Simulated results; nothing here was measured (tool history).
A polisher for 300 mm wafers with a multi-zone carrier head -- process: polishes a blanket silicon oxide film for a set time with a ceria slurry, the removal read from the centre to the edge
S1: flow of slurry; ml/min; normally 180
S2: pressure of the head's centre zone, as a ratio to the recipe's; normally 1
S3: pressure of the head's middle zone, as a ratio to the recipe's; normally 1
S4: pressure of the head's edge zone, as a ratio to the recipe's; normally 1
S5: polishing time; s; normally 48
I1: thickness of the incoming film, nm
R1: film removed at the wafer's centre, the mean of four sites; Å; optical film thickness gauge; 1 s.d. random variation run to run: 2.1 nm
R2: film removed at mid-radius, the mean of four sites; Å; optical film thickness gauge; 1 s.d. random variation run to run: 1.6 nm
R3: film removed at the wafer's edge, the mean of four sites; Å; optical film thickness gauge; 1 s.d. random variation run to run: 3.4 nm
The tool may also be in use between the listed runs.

run,hour,S1,S2,S3,S4,S5,I1,R1,R2,R3
1,0,180,1,1.07,1,48,754,2440,2749,2574
# hour 13.6: worn pad replaced by a new one
2,14.1,180,1,1.07,1,48,748,2418,2722,2572
3,26.9,180,1,1.09,1,48,740.4,2417,2755,2520
# hour 38.2: slurry nozzle cleaned
4,39.8,180,1,1,1.11,48,745.4,2357,2609,2706
5,49.2,130,1,1.11,1,48,741.4,2216,2615,2391
# hour 56.8: centre zone pressure recalibrated
6,65.9,180,1,1,1,48,743.6,2573,2599,2495
7,74.7,155,1,1,1,48,736,2488,2521,2413
# hour 79.7: carrier head's membrane replaced by a new one
8,87,180,1,1,1.06,57,747.1,3075,3088,3127
9,104.4,230,1.11,1,0.89,48,749.5,3003,2670,2475
10,116.9,180,0.91,0.93,1,55,751.4,2671,2823,2931
11,124.2,125,1,1,0.97,48,750.4,2324,2417,2382
12,139.7,245,1,1,1,38,745,2109,2182,2134
13,148.5,145,1,1,1,48,747.4,2440,2476,2458
14,161.7,180,1,1,1.11,48,753.9,2546,2593,2669
# hour 175.2: worn pad replaced by a new one
15,178.1,180,1,0.96,1.11,48,761.8,2530,2522,2695
16,195.9,180,0.95,1,1,48,761.9,2441,2579,2602
17,240.6,180,0.91,1.08,1,48,751.6,2321,2777,2549
18,256.7,150,1,1.12,0.96,48,749.8,2409,2733,2415
19,267.9,240,1,1,1.04,48,754,2606,2690,2662
20,283.4,180,0.91,1,1,48,751.3,2280,2623,2513
21,292.6,180,1,1,0.98,48,750.1,2486,2594,2542
22,308.8,180,1,1,1,48,753.3,2484,2605,2609

Here are 4 independent what-if runs from the current tool condition. What would each one return?
A,309.2,225,1,1,1,48,757.2,?,?,?
B,309.2,205,1,0.89,1,35,757.2,?,?,?
C,309.2,220,1,1,1,48,757.2,?,?,?
D,309.2,180,1,1,0.94,39,757.2,?,?,?

run,R1,R2,R3
A,2621,2690,2661
B,1882,1780,1923
C,2612,2682,2655
D,2049,2112,2046
Had the tool no hidden state, the same runs would have come out as:
run,R1,R2,R3
A,2705,2690,2661
B,1942,1779,1923
C,2696,2682,2655
D,2115,2112,2046
